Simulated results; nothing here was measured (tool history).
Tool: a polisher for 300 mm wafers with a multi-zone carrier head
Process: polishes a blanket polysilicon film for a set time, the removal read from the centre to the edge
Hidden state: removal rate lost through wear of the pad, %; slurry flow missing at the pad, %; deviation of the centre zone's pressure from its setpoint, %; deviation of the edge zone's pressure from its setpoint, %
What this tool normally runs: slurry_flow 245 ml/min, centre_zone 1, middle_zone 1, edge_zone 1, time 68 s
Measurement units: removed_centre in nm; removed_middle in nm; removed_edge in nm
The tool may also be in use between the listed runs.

run,hour,slurry_flow,centre_zone,middle_zone,edge_zone,time,wafers since the last listed run,wafers polished on this pad,hours since the slurry nozzle was cleaned,hours since the centre zone pressure was calibrated,hours since the edge zone pressure was calibrated,hours since the carrier head's membrane was replaced,"incoming thickness of the incoming film, nm",removed_centre,removed_middle,removed_edge
1,0,190,1.04,1,0.93,45,0,158,716.8,74.4,86,145.2,1322.2,321.4,322.2,298.5
2,15.1,245,1,1,1,68,154,312,731.9,89.5,101.1,160.3,1288.4,473.5,498.7,472.7
3,39.5,245,1,1,1,68,249,562,756.3,113.9,125.5,184.7,1293.7,476.1,494,473.8
4,53.6,245,0.95,1,1,48,143,705,770.4,128,139.6,198.8,1282.2,317.8,349.9,330.9
5,74.3,245,1,1,1,68,211,917,791.1,148.7,160.3,219.5,1297.2,481.7,485.3,474.4
6,93.9,245,1,1,1.1,68,200,1117,810.7,168.3,179.9,239.1,1295.2,480.8,487.6,494.7
7,120.6,320,0.91,1,0.94,78,272,1389,837.4,195,206.6,265.8,1281.5,514.2,587.9,540.5
8,145.8,245,1,1,1,68,257,1647,862.6,220.2,231.8,291,1297.3,472.1,488.9,470.9
# hour 149.3: slurry nozzle cleaned
9,171.2,245,1,1.08,1,48,249,1896,21.9,245.6,257.2,316.4,1273.8,341.5,374.6,337
10,188.2,245,1,1,1,68,173,2069,38.9,262.6,274.2,333.4,1307.1,481.8,494.8,479.8
11,223.4,305,1,1,1,86,359,2429,74.1,297.8,309.4,368.6,1302.2,622.4,630.2,604.2
# hour 241.1: worn pad replaced by a new one
12,244.5,245,1.06,1,1.04,68,174,34,95.2,318.9,330.5,389.7,1285.7,511.8,490.8,487.6
13,266.2,245,1,1,1,68,221,256,116.9,340.6,352.2,411.4,1307.9,476,498.7,470.9
14,289.1,180,0.93,0.91,1,68,233,489,139.8,363.5,375.1,434.3,1303.7,437.3,441.7,461.6
15,321.9,245,0.95,1,1,48,334,824,172.6,396.3,407.9,467.1,1310.8,323.1,349.5,335.3
16,334.8,245,1,1.09,0.93,46,131,956,185.5,409.2,420.8,480,1303,333.9,353.8,310.5
17,416.1,245,1,1,1,68,829,1786,266.8,490.5,502.1,561.3,1301.9,492.2,489.9,482.6
18,429.8,205,1,1,0.88,50,139,1926,280.5,504.2,515.8,575,1304.2,351.4,350.5,326
# hour 457.7: worn pad replaced by a new one
19,462.8,245,1.1,0.89,1,68,296,52,313.5,537.2,548.8,608,1310.5,540.9,452.1,485.2
20,481.5,280,1,1,1,75,190,243,332.2,555.9,567.5,626.7,1279.9,544.7,549.5,521.1
21,494.4,270,1,1,0.93,68,131,375,345.1,568.8,580.4,639.6,1315.6,496.1,491.4,469.9
22,529.3,285,1.1,0.91,1.04,68,356,731,380,603.7,615.3,674.5,1294.9,555.1,468.9,477

Hidden condition of the tool, last listed run before each entry between runs versus first listed run after:
From run 8 to run 9: slurry nozzle cleaned (hour 149.3)
  deviation of the centre zone's pressure from its setpoint, %: 0.34 -> 0.441
  measured result minus the result with no hidden state, removed_centre: +1.6 -> +1.5 nm
From run 11 to run 12: worn pad replaced by a new one (hour 241.1)
  deviation of the centre zone's pressure from its setpoint, %: 0.683 -> 0.793
  measured result minus the result with no hidden state, removed_centre: +4.2 -> +4.1 nm
From run 18 to run 19: worn pad replaced by a new one (hour 457.7)
  deviation of the centre zone's pressure from its setpoint, %: 2.09 -> 2.38
  measured result minus the result with no hidden state, removed_centre: +7.2 -> +12.6 nm
